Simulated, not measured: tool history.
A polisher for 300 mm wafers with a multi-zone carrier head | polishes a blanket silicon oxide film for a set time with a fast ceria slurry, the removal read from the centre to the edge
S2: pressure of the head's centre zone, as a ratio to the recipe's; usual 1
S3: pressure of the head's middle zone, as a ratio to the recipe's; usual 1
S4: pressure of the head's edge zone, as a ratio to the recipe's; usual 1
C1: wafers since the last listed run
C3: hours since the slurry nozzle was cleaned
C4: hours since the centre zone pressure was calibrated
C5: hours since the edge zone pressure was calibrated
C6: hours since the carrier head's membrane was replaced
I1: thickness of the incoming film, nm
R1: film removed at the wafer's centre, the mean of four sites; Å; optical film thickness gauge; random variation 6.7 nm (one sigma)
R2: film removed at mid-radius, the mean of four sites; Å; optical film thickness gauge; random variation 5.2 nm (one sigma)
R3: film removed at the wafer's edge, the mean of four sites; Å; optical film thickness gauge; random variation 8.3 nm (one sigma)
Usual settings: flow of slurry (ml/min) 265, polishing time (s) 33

run 1 day=0 | flow_of_slurry_(ml/min)=265 S2=0.93 S3=1 S4=1.1 polishing_time_(s)=33 | C1=0 wafers_polished_on_this_pad=290 C3=599.4 C4=1243.2 C5=15.4 C6=1243.4 | I1=3177.7 | R1=5583 R2=6326 R3=6529
-- day=1.642 carrier head's membrane replaced by a new one
run 2 day=2.65 | flow_of_slurry_(ml/min)=290 S2=1 S3=1 S4=1 polishing_time_(s)=33 | C1=824 wafers_polished_on_this_pad=1114 C3=663 C4=1306.8 C5=79 C6=24.2 | I1=3267.9 | R1=6126 R2=6197 R3=5980
-- day=3.525 slurry nozzle cleaned
run 3 day=4.546 | flow_of_slurry_(ml/min)=175 S2=1 S3=1 S4=1 polishing_time_(s)=33 | C1=625 wafers_polished_on_this_pad=1740 C3=24.5 C4=1352.3 C5=124.5 C6=69.7 | I1=3253.3 | R1=5488 R2=5726 R3=5773
-- day=5.088 centre zone pressure recalibrated
run 4 day=8.892 | flow_of_slurry_(ml/min)=325 S2=1 S3=1 S4=1 polishing_time_(s)=33 | C1=1438 wafers_polished_on_this_pad=3178 C3=128.8 C4=91.3 C5=228.8 C6=174 | I1=3186.8 | R1=5838 R2=5875 R3=5912
run 5 day=11.188 | flow_of_slurry_(ml/min)=175 S2=1 S3=1 S4=1 polishing_time_(s)=33 | C1=774 wafers_polished_on_this_pad=3953 C3=183.9 C4=146.4 C5=283.9 C6=229.1 | I1=3210.9 | R1=5282 R2=5545 R3=5602
run 6 day=12.733 | flow_of_slurry_(ml/min)=265 S2=1 S3=1.08 S4=1 polishing_time_(s)=33 | C1=521 wafers_polished_on_this_pad=4475 C3=221 C4=183.5 C5=321 C6=266.2 | I1=3183.4 | R1=5629 R2=6149 R3=5618
run 7 day=14.942 | flow_of_slurry_(ml/min)=265 S2=0.93 S3=1 S4=1.1 polishing_time_(s)=33 | C1=745 wafers_polished_on_this_pad=5220 C3=274 C4=236.5 C5=374 C6=319.2 | I1=3206.8 | R1=5071 R2=5809 R3=5947
run 8 day=17.429 | flow_of_slurry_(ml/min)=265 S2=0.94 S3=0.95 S4=1 polishing_time_(s)=33 | C1=839 wafers_polished_on_this_pad=6060 C3=333.7 C4=296.2 C5=433.7 C6=378.9 | I1=3224.4 | R1=5252 R2=5589 R3=5676
run 9 day=19.871 | flow_of_slurry_(ml/min)=265 S2=0.96 S3=1 S4=1 polishing_time_(s)=33 | C1=824 wafers_polished_on_this_pad=6884 C3=392.3 C4=354.8 C5=492.3 C6=437.5 | I1=3250.3 | R1=5211 R2=5681 R3=5525
run 10 day=23.179 | flow_of_slurry_(ml/min)=320 S2=0.97 S3=1 S4=1 polishing_time_(s)=33 | C1=1116 wafers_polished_on_this_pad=8001 C3=471.7 C4=434.2 C5=571.7 C6=516.9 | I1=3154.4 | R1=5420 R2=5774 R3=5606
-- day=33.358 slurry nozzle cleaned
-- day=33.758 worn pad replaced by a new one
-- day=33.988 edge zone pressure recalibrated
run 11 day=35.504 | flow_of_slurry_(ml/min)=265 S2=1 S3=1.09 S4=1.04 polishing_time_(s)=33 | C1=4061 wafers_polished_on_this_pad=560 C3=51.5 C4=730 C5=36.4 C6=812.7 | I1=3143.7 | R1=5962 R2=6449 R3=6203
run 12 day=38.054 | flow_of_slurry_(ml/min)=265 S2=1.04 S3=1.08 S4=1.05 polishing_time_(s)=25 | C1=860 wafers_polished_on_this_pad=1421 C3=112.7 C4=791.2 C5=97.6 C6=873.9 | I1=3208.8 | R1=4679 R2=4800 R3=4697
run 13 day=42.05 | flow_of_slurry_(ml/min)=265 S2=1 S3=1 S4=1 polishing_time_(s)=33 | C1=1348 wafers_polished_on_this_pad=2769 C3=208.6 C4=887.1 C5=193.5 C6=969.8 | I1=3176.4 | R1=5567 R2=5898 R3=5818
run 14 day=44.983 | flow_of_slurry_(ml/min)=265 S2=1 S3=1.1 S4=1 polishing_time_(s)=33 | C1=990 wafers_polished_on_this_pad=3759 C3=279 C4=957.5 C5=263.9 C6=1040.2 | I1=3251.4 | R1=5645 R2=6201 R3=5554
run 15 day=48.212 | flow_of_slurry_(ml/min)=265 S2=0.94 S3=0.95 S4=1 polishing_time_(s)=33 | C1=1089 wafers_polished_on_this_pad=4849 C3=356.5 C4=1035 C5=341.4 C6=1117.7 | I1=3216.1 | R1=5180 R2=5604 R3=5559
run 16 day=55.504 | flow_of_slurry_(ml/min)=240 S2=0.97 S3=1 S4=1 polishing_time_(s)=33 | C1=2460 wafers_polished_on_this_pad=7310 C3=531.5 C4=1210 C5=516.4 C6=1292.7 | I1=3199.7 | R1=5290 R2=5591 R3=5512
run 17 day=58.408 | flow_of_slurry_(ml/min)=265 S2=0.94 S3=0.95 S4=1 polishing_time_(s)=33 | C1=980 wafers_polished_on_this_pad=8290 C3=601.2 C4=1279.7 C5=586.1 C6=1362.4 | I1=3181.4 | R1=5095 R2=5358 R3=5509
-- day=59.788 centre zone pressure recalibrated
-- day=63.162 carrier head's membrane replaced by a new one
-- day=64.183 edge zone pressure recalibrated
-- day=67.783 slurry nozzle cleaned
run 18 day=71.146 | flow_of_slurry_(ml/min)=265 S2=1 S3=1 S4=1 polishing_time_(s)=33 | C1=4158 wafers_polished_on_this_pad=12449 C3=80.7 C4=272.6 C5=167.1 C6=191.6 | I1=3249.9 | R1=5371 R2=5600 R3=5500
-- day=71.583 worn pad replaced by a new one
run 19 day=74.812 | flow_of_slurry_(ml/min)=325 S2=1 S3=1 S4=1 polishing_time_(s)=33 | C1=1181 wafers_polished_on_this_pad=1089 C3=168.7 C4=360.6 C5=255.1 C6=279.6 | I1=3204.3 | R1=5981 R2=6285 R3=6135
run 20 day=79.146 | flow_of_slurry_(ml/min)=265 S2=1.1 S3=1 S4=1.03 polishing_time_(s)=33 | C1=1462 wafers_polished_on_this_pad=2552 C3=272.7 C4=464.6 C5=359.1 C6=383.6 | I1=3238.7 | R1=6517 R2=5912 R3=6123
run 21 day=81.925 | flow_of_slurry_(ml/min)=265 S2=1 S3=1 S4=1 polishing_time_(s)=33 | C1=937 wafers_polished_on_this_pad=3490 C3=339.4 C4=531.3 C5=425.8 C6=450.3 | I1=3139.2 | R1=5688 R2=5811 R3=5754
run 22 day=86.379 | flow_of_slurry_(ml/min)=265 S2=1.09 S3=1.11 S4=1.08 polishing_time_(s)=33 | C1=1503 wafers_polished_on_this_pad=4993 C3=446.3 C4=638.2 C5=532.7 C6=557.2 | I1=3235.5 | R1=6171 R2=6123 R3=6066
run 23 day=88.642 | flow_of_slurry_(ml/min)=265 S2=1 S3=1 S4=1 polishing_time_(s)=33 | C1=763 wafers_polished_on_this_pad=5757 C3=500.6 C4=692.5 C5=587 C6=611.5 | I1=3210 | R1=5636 R2=5658 R3=5639

Forecast each of these 3 alternatives for the next run:
run A day=88.658 | flow_of_slurry_(ml/min)=265 S2=1 S3=1 S4=0.9 polishing_time_(s)=33 | C1=5 wafers_polished_on_this_pad=5762 C3=501 C4=692.9 C5=587.4 C6=611.9 | I1=3218.8 | R1=? R2=? R3=?
run B day=88.658 | flow_of_slurry_(ml/min)=265 S2=1.04 S3=0.91 S4=1 polishing_time_(s)=33 | C1=5 wafers_polished_on_this_pad=5762 C3=501 C4=692.9 C5=587.4 C6=611.9 | I1=3218.8 | R1=? R2=? R3=?
run C day=88.658 | flow_of_slurry_(ml/min)=265 S2=1 S3=1 S4=1 polishing_time_(s)=37 | C1=5 wafers_polished_on_this_pad=5762 C3=501 C4=692.9 C5=587.4 C6=611.9 | I1=3218.8 | R1=? R2=? R3=?

run=A R1=5607 R2=5670 R3=5257
run=B R1=5830 R2=5382 R3=5528
run=C R1=6286 R2=6357 R3=6194
Without the tool's hidden state the same runs would have given:
run=A R1=6243 R2=6314 R3=5853
run=B R1=6492 R2=5993 R3=6156
run=C R1=7000 R2=7078 R3=6897

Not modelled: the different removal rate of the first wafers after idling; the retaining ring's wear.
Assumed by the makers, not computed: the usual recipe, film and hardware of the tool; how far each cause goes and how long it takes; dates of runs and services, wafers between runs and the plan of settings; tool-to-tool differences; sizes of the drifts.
